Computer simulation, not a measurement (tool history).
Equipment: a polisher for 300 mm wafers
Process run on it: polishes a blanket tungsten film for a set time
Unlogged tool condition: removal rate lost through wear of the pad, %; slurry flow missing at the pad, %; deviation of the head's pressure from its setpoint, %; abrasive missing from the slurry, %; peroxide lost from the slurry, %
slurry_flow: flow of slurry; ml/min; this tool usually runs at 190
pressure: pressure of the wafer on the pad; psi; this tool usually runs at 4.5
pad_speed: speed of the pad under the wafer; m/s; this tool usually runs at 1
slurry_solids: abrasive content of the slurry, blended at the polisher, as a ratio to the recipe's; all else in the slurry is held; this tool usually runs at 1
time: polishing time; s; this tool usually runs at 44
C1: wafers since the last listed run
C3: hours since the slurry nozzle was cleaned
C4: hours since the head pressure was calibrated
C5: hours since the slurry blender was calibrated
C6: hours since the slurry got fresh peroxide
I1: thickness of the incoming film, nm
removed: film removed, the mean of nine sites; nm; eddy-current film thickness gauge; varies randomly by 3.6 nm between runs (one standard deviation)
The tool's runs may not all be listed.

run 1 day=0 | slurry_flow=190 pressure=4.5 pad_speed=1 slurry_solids=1 time=44 | C1=0 wafers_polished_on_this_pad=92 C3=391.8 C4=296 C5=336.7 C6=107.6 | I1=1534.4 | removed=259.4
-- day=1.196 slurry blender recalibrated
run 2 day=2.35 | slurry_flow=190 pressure=4.5 pad_speed=1 slurry_solids=1 time=44 | C1=471 wafers_polished_on_this_pad=564 C3=448.2 C4=352.4 C5=27.7 C6=164 | I1=1565.4 | removed=253.3
-- day=5.217 slurry nozzle cleaned
run 3 day=5.238 | slurry_flow=190 pressure=4.5 pad_speed=1 slurry_solids=1 time=44 | C1=592 wafers_polished_on_this_pad=1156 C3=0.5 C4=421.7 C5=97 C6=233.3 | I1=1537.8 | removed=241.7
-- day=7.488 head pressure recalibrated
run 4 day=7.983 | slurry_flow=190 pressure=4.5 pad_speed=1 slurry_solids=1 time=44 | C1=554 wafers_polished_on_this_pad=1710 C3=66.4 C4=11.9 C5=162.9 C6=299.2 | I1=1555.8 | removed=237
run 5 day=10.546 | slurry_flow=190 pressure=4.5 pad_speed=1.08 slurry_solids=1 time=32 | C1=533 wafers_polished_on_this_pad=2244 C3=127.9 C4=73.4 C5=224.4 C6=360.7 | I1=1545.8 | removed=185.1
-- day=13.071 slurry tank refilled with fresh slurry and peroxide
run 6 day=14.017 | slurry_flow=190 pressure=4.5 pad_speed=1.08 slurry_solids=1 time=32 | C1=713 wafers_polished_on_this_pad=2958 C3=211.2 C4=156.7 C5=307.7 C6=22.7 | I1=1525.1 | removed=209.1
-- day=16.025 worn pad replaced by a new one
run 7 day=16.046 | slurry_flow=190 pressure=4.5 pad_speed=1.08 slurry_solids=1 time=32 | C1=387 wafers_polished_on_this_pad=4 C3=259.9 C4=205.4 C5=356.4 C6=71.4 | I1=1570.1 | removed=203.9
run 8 day=18.058 | slurry_flow=190 pressure=4.5 pad_speed=1 slurry_solids=1 time=44 | C1=418 wafers_polished_on_this_pad=423 C3=308.2 C4=253.7 C5=404.7 C6=119.7 | I1=1536.8 | removed=258.4
-- day=19.588 slurry blender recalibrated
run 9 day=20.433 | slurry_flow=190 pressure=4.5 pad_speed=1 slurry_solids=1 time=44 | C1=477 wafers_polished_on_this_pad=900 C3=365.2 C4=310.7 C5=20.3 C6=176.7 | I1=1551 | removed=245.5
-- day=23.354 slurry nozzle cleaned
run 10 day=24.35 | slurry_flow=190 pressure=4.5 pad_speed=1 slurry_solids=1 time=44 | C1=806 wafers_polished_on_this_pad=1707 C3=23.9 C4=404.7 C5=114.3 C6=270.7 | I1=1550 | removed=239.8
run 11 day=26.817 | slurry_flow=190 pressure=4.5 pad_speed=1 slurry_solids=1 time=44 | C1=513 wafers_polished_on_this_pad=2220 C3=83.1 C4=463.9 C5=173.5 C6=329.9 | I1=1545.5 | removed=238.5
run 12 day=29.054 | slurry_flow=190 pressure=4.5 pad_speed=1 slurry_solids=1 time=44 | C1=465 wafers_polished_on_this_pad=2686 C3=136.8 C4=517.6 C5=227.2 C6=383.6 | I1=1542.7 | removed=231.7
-- day=30.817 worn pad replaced by a new one
-- day=31.158 slurry tank refilled with fresh slurry and peroxide
run 13 day=32.592 | slurry_flow=190 pressure=4.5 pad_speed=1.26 slurry_solids=1 time=34 | C1=693 wafers_polished_on_this_pad=360 C3=221.7 C4=602.5 C5=312.1 C6=34.4 | I1=1539 | removed=263
-- day=33.612 head pressure recalibrated
-- day=34.462 slurry blender recalibrated
run 14 day=34.583 | slurry_flow=190 pressure=4.5 pad_speed=1.1 slurry_solids=1 time=39 | C1=379 wafers_polished_on_this_pad=740 C3=269.5 C4=23.3 C5=2.9 C6=82.2 | I1=1561.1 | removed=256.9
run 15 day=36.883 | slurry_flow=190 pressure=4.5 pad_speed=1.08 slurry_solids=1 time=32 | C1=478 wafers_polished_on_this_pad=1219 C3=324.7 C4=78.5 C5=58.1 C6=137.4 | I1=1545.9 | removed=200.6
run 16 day=38.688 | slurry_flow=190 pressure=4.5 pad_speed=1 slurry_solids=1 time=51 | C1=375 wafers_polished_on_this_pad=1594 C3=368 C4=121.8 C5=101.4 C6=180.7 | I1=1537.6 | removed=288.5
-- day=41.083 slurry nozzle cleaned
-- day=46.25 worn pad replaced by a new one
-- day=46.467 slurry tank refilled with fresh slurry and peroxide
-- day=49.538 slurry blender recalibrated
run 17 day=50.725 | slurry_flow=190 pressure=5.2 pad_speed=1 slurry_solids=1 time=44 | C1=2436 wafers_polished_on_this_pad=905 C3=231.4 C4=410.7 C5=28.5 C6=102.2 | I1=1553.1 | removed=286
run 18 day=53.079 | slurry_flow=190 pressure=4.5 pad_speed=1 slurry_solids=1 time=44 | C1=490 wafers_polished_on_this_pad=1396 C3=287.9 C4=467.2 C5=85 C6=158.7 | I1=1544.6 | removed=250.1
run 19 day=55.475 | slurry_flow=190 pressure=4.5 pad_speed=1 slurry_solids=1.25 time=49 | C1=498 wafers_polished_on_this_pad=1894 C3=345.4 C4=524.7 C5=142.5 C6=216.2 | I1=1558.7 | removed=287.9
-- day=57.725 head pressure recalibrated
run 20 day=58.708 | slurry_flow=190 pressure=4.5 pad_speed=1 slurry_solids=1 time=44 | C1=655 wafers_polished_on_this_pad=2550 C3=423 C4=23.6 C5=220.1 C6=293.8 | I1=1581.3 | removed=237
run 21 day=60.558 | slurry_flow=250 pressure=4.5 pad_speed=1 slurry_solids=1 time=53 | C1=385 wafers_polished_on_this_pad=2935 C3=467.4 C4=68 C5=264.5 C6=338.2 | I1=1525 | removed=292.2
-- day=62.125 slurry nozzle cleaned
run 22 day=62.721 | slurry_flow=190 pressure=4.5 pad_speed=1 slurry_solids=1 time=44 | C1=441 wafers_polished_on_this_pad=3377 C3=14.3 C4=119.9 C5=316.4 C6=390.1 | I1=1546.6 | removed=234.6
-- day=64.179 slurry tank refilled with fresh slurry and peroxide
-- day=64.362 slurry blender recalibrated
-- day=64.554 worn pad replaced by a new one
run 23 day=66.312 | slurry_flow=190 pressure=6 pad_speed=0.82 slurry_solids=1 time=44 | C1=686 wafers_polished_on_this_pad=366 C3=100.5 C4=206.1 C5=46.8 C6=51.2 | I1=1571.3 | removed=284.4
run 24 day=68.779 | slurry_flow=245 pressure=4.5 pad_speed=1 slurry_solids=1.15 time=44 | C1=513 wafers_polished_on_this_pad=879 C3=159.7 C4=265.3 C5=106 C6=110.4 | I1=1528.5 | removed=269.1
run 25 day=72.012 | slurry_flow=225 pressure=4.5 pad_speed=1.24 slurry_solids=1.1 time=54 | C1=673 wafers_polished_on_this_pad=1552 C3=237.3 C4=342.9 C5=183.6 C6=188 | I1=1551.7 | removed=392.5

Consider 5 possible next runs. They are alternatives, not a sequence: every one starts from the tool as it was left by run 25. What does each give?
run A day=72.029 | slurry_flow=190 pressure=4.5 pad_speed=1 slurry_solids=1 time=55 | C1=3 wafers_polished_on_this_pad=1556 C3=237.7 C4=343.3 C5=184 C6=188.4 | I1=1565.6 | removed=?
run B day=72.029 | slurry_flow=190 pressure=3 pad_speed=0.74 slurry_solids=0.9 time=44 | C1=3 wafers_polished_on_this_pad=1556 C3=237.7 C4=343.3 C5=184 C6=188.4 | I1=1565.6 | removed=?
run C day=72.029 | slurry_flow=150 pressure=5.1 pad_speed=0.9 slurry_solids=1 time=44 | C1=3 wafers_polished_on_this_pad=1556 C3=237.7 C4=343.3 C5=184 C6=188.4 | I1=1565.6 | removed=?
run D day=72.029 | slurry_flow=190 pressure=4.5 pad_speed=0.66 slurry_solids=1 time=44 | C1=3 wafers_polished_on_this_pad=1556 C3=237.7 C4=343.3 C5=184 C6=188.4 | I1=1565.6 | removed=?
run E day=72.029 | slurry_flow=190 pressure=4.5 pad_speed=1 slurry_solids=0.7 time=44 | C1=3 wafers_polished_on_this_pad=1556 C3=237.7 C4=343.3 C5=184 C6=188.4 | I1=1565.6 | removed=?

run=A removed=308.6
run=B removed=126.3
run=C removed=242.3
run=D removed=162.9
run=E removed=229.3
With the hidden condition removed and each run's random variation left untouched, the same runs would have given:
run=A removed=350.9
run=B removed=143.6
run=C removed=275.6
run=D removed=185.3
run=E removed=260.8
